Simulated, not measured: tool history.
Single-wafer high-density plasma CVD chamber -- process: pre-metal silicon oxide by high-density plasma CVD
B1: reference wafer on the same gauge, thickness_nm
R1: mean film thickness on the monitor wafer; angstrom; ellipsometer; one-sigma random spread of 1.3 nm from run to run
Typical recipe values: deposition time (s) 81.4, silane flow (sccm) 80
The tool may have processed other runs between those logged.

Run 1, day 0.000: usual settings but silane flow (sccm) 85; B1 586.762. Result: R1 6316.17 angstrom.
Run 2, day 2.008: usual settings but silane flow (sccm) 85; B1 586.985. Result: R1 6334.50 angstrom.
Run 3, day 3.958: usual settings but silane flow (sccm) 75; B1 587.122. Result: R1 5606.12 angstrom.
Run 4, day 7.617: usual settings but silane flow (sccm) 75; B1 587.317. Result: R1 5617.86 angstrom.
Run 5, day 9.467: usual settings but silane flow (sccm) 75; B1 587.548. Result: R1 5606.12 angstrom.
Run 6, day 11.512: usual settings but deposition time (s) 92.0; B1 587.398. Result: R1 6722.27 angstrom.
Run 7, day 15.858: usual settings but deposition time (s) 86.4; B1 586.668. Result: R1 6321.94 angstrom.
Run 8, day 19.092: usual settings but deposition time (s) 86.4; B1 587.342. Result: R1 6335.66 angstrom.
At day 20.954: silane flow controller replaced.
Run 9, day 22.625: usual settings but deposition time (s) 86.4; B1 586.119. Result: R1 6228.47 angstrom.
At day 26.921: silane flow controller replaced, repeated, since the last time left the tool worse.
Run 10, day 26.942: usual settings but silane flow (sccm) 67; B1 587.427. Result: R1 5160.66 angstrom.
Run 11, day 30.875: usual settings but deposition time (s) 65.7, silane flow (sccm) 84; B1 586.554. Result: R1 5154.20 angstrom.
At day 31.954: gauge calibrated.
Run 12, day 32.662: usual settings but deposition time (s) 67.8, silane flow (sccm) 87; B1 586.992. Result: R1 5510.10 angstrom.

The next listed run, before its measurement:
Run 13, day 34.658: usual settings; B1 ?. Result: R1 ?.

{"run 13": {"B1": 587.206, "R1": 6075.29}}
If the tool had no hidden condition, the same run with the same run-to-run variation would have returned R1 6107.01 angstrom.
